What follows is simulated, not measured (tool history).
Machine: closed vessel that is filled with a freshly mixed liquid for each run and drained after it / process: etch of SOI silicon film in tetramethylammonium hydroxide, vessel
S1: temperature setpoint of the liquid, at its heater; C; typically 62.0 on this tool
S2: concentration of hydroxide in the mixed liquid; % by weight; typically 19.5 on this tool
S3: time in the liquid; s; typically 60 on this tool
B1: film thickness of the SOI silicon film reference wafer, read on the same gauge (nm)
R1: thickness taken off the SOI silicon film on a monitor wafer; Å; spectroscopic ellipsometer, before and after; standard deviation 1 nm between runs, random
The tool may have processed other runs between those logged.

run 1 day=0.000 | S1=62.0 S2=19.5 S3=60 | B1=150.00 | R1=2001.9
run 2 day=0.571 | S1=62.0 S2=16.5 S3=60 | B1=150.01 | R1=2140.5
run 3 day=1.258 | S1=68.5 S2=19.5 S3=60 | B1=150.00 | R1=2980.0
run 4 day=1.967 | S1=68.5 S2=19.5 S3=60 | B1=149.98 | R1=2958.5
run 5 day=3.183 | S1=68.5 S2=19.5 S3=60 | B1=150.02 | R1=2933.1
run 6 day=4.312 | S1=62.0 S2=19.5 S3=60 | B1=150.00 | R1=1990.2
run 7 day=4.892 | S1=62.0 S2=19.5 S3=60 | B1=150.00 | R1=1985.1
run 8 day=6.150 | S1=62.0 S2=19.5 S3=60 | B1=150.01 | R1=2005.9
run 9 day=6.746 | S1=62.0 S2=19.5 S3=60 | B1=150.00 | R1=1981.0
run 10 day=8.071 | S1=62.0 S2=17.0 S3=60 | B1=150.02 | R1=2098.4
run 11 day=9.129 | S1=62.0 S2=19.5 S3=60 | B1=149.99 | R1=1998.8
run 12 day=9.992 | S1=62.0 S2=19.5 S3=70 | B1=149.98 | R1=2312.7
-- day=12.262 hydroxide flow meter replaced
run 13 day=12.671 | S1=62.0 S2=19.5 S3=60 | B1=150.00 | R1=1900.2
run 14 day=13.683 | S1=65.5 S2=14.0 S3=90 | B1=149.98 | R1=4025.0
run 15 day=14.904 | S1=66.5 S2=25.0 S3=90 | B1=149.99 | R1=3060.2
run 16 day=16.171 | S1=68.0 S2=16.5 S3=60 | B1=150.00 | R1=2891.3
-- day=16.804 thermometer replaced
run 17 day=17.279 | S1=62.0 S2=22.5 S3=75 | B1=149.98 | R1=2274.2
run 18 day=18.096 | S1=62.0 S2=19.5 S3=60 | B1=150.00 | R1=1953.3
run 19 day=19.562 | S1=62.0 S2=19.5 S3=60 | B1=150.00 | R1=1947.6
run 20 day=20.571 | S1=62.0 S2=19.5 S3=60 | B1=150.00 | R1=1963.6
run 21 day=21.979 | S1=58.0 S2=19.5 S3=45 | B1=150.01 | R1=1144.9
run 22 day=26.446 | S1=62.0 S2=23.5 S3=60 | B1=149.99 | R1=1726.2
run 23 day=27.283 | S1=62.0 S2=19.5 S3=60 | B1=150.00 | R1=1940.0
-- day=28.283 gauge calibrated
run 24 day=28.896 | S1=56.5 S2=15.0 S3=85 | B1=150.00 | R1=2153.5
run 25 day=30.321 | S1=62.0 S2=14.5 S3=70 | B1=150.01 | R1=2547.0
run 26 day=31.596 | S1=64.0 S2=24.0 S3=35 | B1=150.02 | R1=1117.9
run 27 day=33.004 | S1=62.0 S2=19.5 S3=60 | B1=149.97 | R1=1922.9
run 28 day=34.096 | S1=62.0 S2=19.5 S3=60 | B1=149.99 | R1=1927.0
run 29 day=34.921 | S1=54.5 S2=22.5 S3=80 | B1=149.98 | R1=1489.7
run 30 day=35.471 | S1=62.0 S2=19.5 S3=60 | B1=149.99 | R1=1921.1
run 31 day=36.262 | S1=62.0 S2=19.5 S3=80 | B1=150.00 | R1=2573.8
run 32 day=36.800 | S1=62.0 S2=22.0 S3=90 | B1=150.00 | R1=2708.2
run 33 day=37.988 | S1=59.0 S2=15.0 S3=35 | B1=150.01 | R1=1023.3
run 34 day=38.829 | S1=57.5 S2=22.0 S3=30 | B1=150.02 | R1=681.5
run 35 day=39.471 | S1=62.0 S2=15.0 S3=60 | B1=149.97 | R1=2133.6

Forecast each of these 3 alternatives for the next run:
run A day=39.500 | S1=62.0 S2=19.5 S3=60 | B1=? | R1=?
run B day=39.500 | S1=62.0 S2=22.5 S3=90 | B1=? | R1=?
run C day=39.500 | S1=54.0 S2=16.5 S3=40 | B1=? | R1=?

run=A B1=150.01 R1=1921.6
run=B B1=150.01 R1=2694.2
run=C B1=150.01 R1=819.9
Had the tool no hidden state, the same runs would have come out as:
run=A R1=1964.5
run=B R1=2708.8
run=C R1=843.8

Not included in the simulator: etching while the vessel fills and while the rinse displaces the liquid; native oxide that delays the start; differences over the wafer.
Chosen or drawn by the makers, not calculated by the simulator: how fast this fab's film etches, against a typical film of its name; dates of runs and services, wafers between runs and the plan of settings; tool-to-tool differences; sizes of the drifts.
